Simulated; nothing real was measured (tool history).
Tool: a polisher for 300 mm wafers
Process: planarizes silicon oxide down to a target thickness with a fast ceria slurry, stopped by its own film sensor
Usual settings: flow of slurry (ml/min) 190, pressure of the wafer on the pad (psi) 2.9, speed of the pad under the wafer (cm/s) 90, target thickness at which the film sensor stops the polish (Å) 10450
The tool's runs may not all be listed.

run	day	flow of slurry (ml/min)	pressure of the wafer on the pad (psi)	speed of the pad under the wafer (cm/s)	target thickness at which the film sensor stops the polish (Å)	incoming thickness of the incoming film, nm	time until the film sensor stopped the polish (s)
1	0	190	2.9	90	10450	2116.2	68.2
2	0.617	190	2.9	90	10450	2079.5	69.2
3	1.125	190	2.9	90	10450	2112.9	69.3
4	1.592	190	2.9	90	10450	2120.3	71.3
5	1.9	190	2.9	90	10450	2074.6	69.8
# day 2.688: worn pad replaced by a new one
6	2.708	190	2.9	90	10450	2109.9	63.1
7	3.008	190	2.9	90	10450	2100.1	66.5
8	4.971	190	2.9	90	10450	2110	70.8
9	5.321	190	2.9	90	10450	2077.7	66.3
10	5.958	190	2.9	90	10450	2081.7	66.2
11	7.096	190	2.9	90	10450	2089.2	69
# day 7.996: worn pad replaced by a new one
12	8.333	190	2.9	90	10450	2111.7	61.8
13	8.858	190	2.9	90	10450	2102.8	65.5
14	9.317	145	2.9	76	10450	2079.5	74.8
15	9.654	145	2.9	76	10450	2122.9	79.4
16	10.183	190	2.3	102	12980	2087.6	55
17	10.733	190	1.9	120	10450	2103.8	72.5
# day 11: head pressure recalibrated
# day 12.108: slurry nozzle cleaned
# day 12.138: worn pad replaced by a new one
18	12.583	190	2.9	90	7610	2091.2	75.9
19	13.2	215	3.2	72	7710	2129	89
20	13.604	190	2.9	116	12500	2106.1	42.5
21	14.112	190	2.9	66	10450	2112.5	85.5
22	14.55	130	2.1	80	10450	2138.5	102.5
23	14.983	190	2.9	68	9350	2119	95.9
24	15.321	190	2.9	64	10450	2136.3	93.2
25	15.992	190	3.7	90	10450	2079.2	57.4

Forecast run 26:
26	16.642	190	2.9	90	10450	2112.7	?

Run 26 gave time until the film sensor stopped the polish (s) 70.8.
Without the tool's hidden state the same run would have given time until the film sensor stopped the polish (s) 62.3.
